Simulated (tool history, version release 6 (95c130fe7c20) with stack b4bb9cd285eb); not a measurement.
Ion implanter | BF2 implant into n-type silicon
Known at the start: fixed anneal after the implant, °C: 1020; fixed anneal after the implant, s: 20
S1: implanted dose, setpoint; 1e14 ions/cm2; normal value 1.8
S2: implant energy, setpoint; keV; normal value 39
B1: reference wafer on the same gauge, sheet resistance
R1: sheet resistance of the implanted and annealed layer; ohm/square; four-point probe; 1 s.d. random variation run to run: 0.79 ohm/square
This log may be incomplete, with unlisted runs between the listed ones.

run,day,S1,S2,B1,R1
1,0,1.8,39,427.97,528.57
2,1.592,1.8,39,428.16,528.17
3,4.321,1.8,39,427.95,526.42
4,6.062,1.8,39,427.99,528.7
5,8.592,1.8,39,427.97,527.58
6,12.158,2.23,39,427.91,444.65
7,15.921,1.8,39,427.81,528.34
8,20.362,1.8,39,428.16,528.7
9,23.808,1.8,39,428.18,527.06
10,26.012,1.8,47.5,427.84,516.01
11,29.104,1.8,47.5,428.19,517.39
12,30.75,1.8,39,427.97,530.43
# day 32.108: gauge calibrated
13,32.3,1.8,39,427.88,528.74
14,34.979,1.8,39,428.12,528.91
15,43.883,1.8,39,428.02,530.28
16,46.471,1.8,39,428.13,528.64
17,50.429,1.8,39,428.22,530.52
# day 52.05: extraction supply calibrated
18,53.367,2.23,34.5,428.04,451.63
19,55.142,1.3,42.5,427.91,680.31
20,58.454,2.18,31,428.21,465.55
21,61.154,1.41,33,427.77,657.27
# day 62.488: Faraday cup replaced and dose calibrated
22,70.904,1.8,39,427.6,525.01
23,73.371,1.31,25.5,428.04,718.12
24,77.838,1.8,28.5,428.13,545.33
25,80.596,2.06,33,427.93,479.33
26,82.525,1.8,39,427.91,524.99
27,86.088,1.56,43,427.91,586.2
28,88.208,2.28,45,428.14,427.31
29,90.879,2,39,428.02,482.95
30,94.9,2.25,50,427.98,426.77

What does the tool deliver on the next run?
31,97.617,2.23,39,?,?

Run 31 yielded B1 428.11, R1 443.29 ohm/square.
With the hidden condition absent and the run-to-run variation left alone, this run would have shown R1 439.96 ohm/square.
